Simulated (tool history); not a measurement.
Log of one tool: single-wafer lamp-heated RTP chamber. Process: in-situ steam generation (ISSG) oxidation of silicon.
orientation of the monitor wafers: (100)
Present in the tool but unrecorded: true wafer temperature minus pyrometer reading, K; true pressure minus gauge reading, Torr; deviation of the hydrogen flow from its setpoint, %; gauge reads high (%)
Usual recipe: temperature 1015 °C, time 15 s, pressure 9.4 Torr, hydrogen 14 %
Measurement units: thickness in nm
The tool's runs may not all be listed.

run     day  temperature  time  pressure  hydrogen  wafers since the last listed run  wafers since the last pyrometer calibration  hours since the pressure gauge was zeroed  hours since the hydrogen flow controller was replaced  hours since the gauge calibration  read-back reference wafer on the same gauge, thickness  thickness
  1   0.000         1015    15       9.4        14                                 0                                         1880                                     3226.1                                                 7291.8                              572.2                                                   4.729      4.325
  2   0.654         1024    15      10.2        14                                88                                         1969                                     3241.8                                                 7307.5                              587.9                                                   4.737      4.449
  3   1.721         1024    15      10.2        14                               144                                         2113                                     3267.4                                                 7333.1                              613.5                                                   4.730      4.469
      2.433  -- gauge calibrated
  4   4.142         1015    15       9.4        14                               327                                         2441                                     3325.5                                                 7391.2                               41.0                                                   4.730      4.346
      5.125  -- pressure gauge zeroed
  5   5.146         1015    15       9.4        14                                90                                         2532                                        0.5                                                 7415.3                               65.1                                                   4.720      4.341
      5.508  -- hydrogen flow controller replaced
  6   5.917         1015    15       9.4        14                                59                                         2591                                       19.0                                                    9.8                               83.6                                                   4.736      4.352
  7   7.029         1015    15       9.4        14                               150                                         2742                                       45.7                                                   36.5                              110.3                                                   4.727      4.329
  8   7.771         1015    19       9.4        14                               100                                         2843                                       63.5                                                   54.3                              128.1                                                   4.733      4.878
      8.683  -- pyrometer window cleaned and pyrometer calibrated
  9   8.704          997    11      10.2        11                                81                                            2                                       85.9                                                   76.7                              150.5                                                   4.722      3.238
 10   9.850         1015    15       7.9        11                               155                                          158                                      113.4                                                  104.2                              178.0                                                   4.725      4.092
 11  10.929         1034    11       9.4        11                               146                                          304                                      139.3                                                  130.1                              203.9                                                   4.733      3.796
 12  11.458         1015    15       9.4        14                                71                                          375                                      152.0                                                  142.8                              216.6                                                   4.730      4.304
 13  12.279         1009    17      10.2        11                               111                                          487                                      171.7                                                  162.5                              236.3                                                   4.726      4.196
 14  13.675         1009    15       8.1        11                               189                                          676                                      205.2                                                  196.0                              269.8                                                   4.731      4.024
 15  14.575         1015    15       9.4        22                               121                                          798                                      226.8                                                  217.6                              291.4                                                   4.728      4.787
 16  15.433         1015    12       9.4        14                               116                                          914                                      247.4                                                  238.2                              312.0                                                   4.729      3.894
 17  16.529         1009    13       8.7        11                               148                                         1062                                      273.7                                                  264.5                              338.3                                                   4.726      3.752
 18  17.950         1015    15       9.4        14                               192                                         1255                                      307.8                                                  298.6                              372.4                                                   4.725      4.328
 19  18.838         1015    15       9.4        14                               120                                         1375                                      329.1                                                  319.9                              393.7                                                   4.736      4.355
 20  19.600         1015    15       9.4        14                               103                                         1478                                      347.4                                                  338.2                              412.0                                                   4.728      4.355
 21  20.262         1015    15       9.4        14                                89                                         1568                                      363.3                                                  354.1                              427.9                                                   4.732      4.342
 22  21.029         1031    15       9.4        20                               103                                         1672                                      381.7                                                  372.5                              446.3                                                   4.724      5.006
 23  21.688         1015    15       9.4        14                                89                                         1761                                      397.5                                                  388.3                              462.1                                                   4.727      4.338
 24  22.417         1015    15       9.4        14                                98                                         1860                                      415.0                                                  405.8                              479.6                                                   4.729      4.329
 25  22.946         1015    15       9.4        18                                71                                         1932                                      427.7                                                  418.5                              492.3                                                   4.727      4.575
 26  24.342         1015    13      10.2        14                               189                                         2121                                      461.2                                                  452.0                              525.8                                                   4.732      4.001
 27  25.638         1009    10       8.4        21                               175                                         2296                                      492.3                                                  483.1                              556.9                                                   4.727      3.912
 28  26.954         1015    17       8.2        11                               178                                         2474                                      523.9                                                  514.7                              588.5                                                   4.733      4.442
 29  27.650         1015    15       9.4        14                                94                                         2569                                      540.6                                                  531.4                              605.2                                                   4.731      4.334
     28.012  -- gauge calibrated
     28.258  -- pyrometer window cleaned and pyrometer calibrated
 30  28.279         1015    15       9.4        14                                40                                            2                                      555.7                                                  546.5                                6.4                                                   4.733      4.293
 31  29.592         1015    19       9.4        11                               177                                          180                                      587.2                                                  578.0                               37.9                                                   4.731      4.589

Each row is a separate what-if for the run after 31, all from the same tool condition, not one after another. Results?
  A  29.612         1015    15       9.4        14                                 2                                          183                                      587.7                                                  578.5                               38.4                                                       ?          ?
  B  29.612         1030    15       9.4        14                                 2                                          183                                      587.7                                                  578.5                               38.4                                                       ?          ?
  C  29.612         1015    13       9.4        22                                 2                                          183                                      587.7                                                  578.5                               38.4                                                       ?          ?
  D  29.612         1015    11      10.2        14                                 2                                          183                                      587.7                                                  578.5                               38.4                                                       ?          ?

run  read-back reference wafer on the same gauge, thickness  thickness
  A                                                   4.730      4.295
  B                                                   4.730      4.585
  C                                                   4.730      4.450
  D                                                   4.730      3.668
Take away the tool's hidden state, keep each run's random variation, and the runs would have read:
run  thickness
  A      4.273
  B      4.559
  C      4.428
  D      3.651
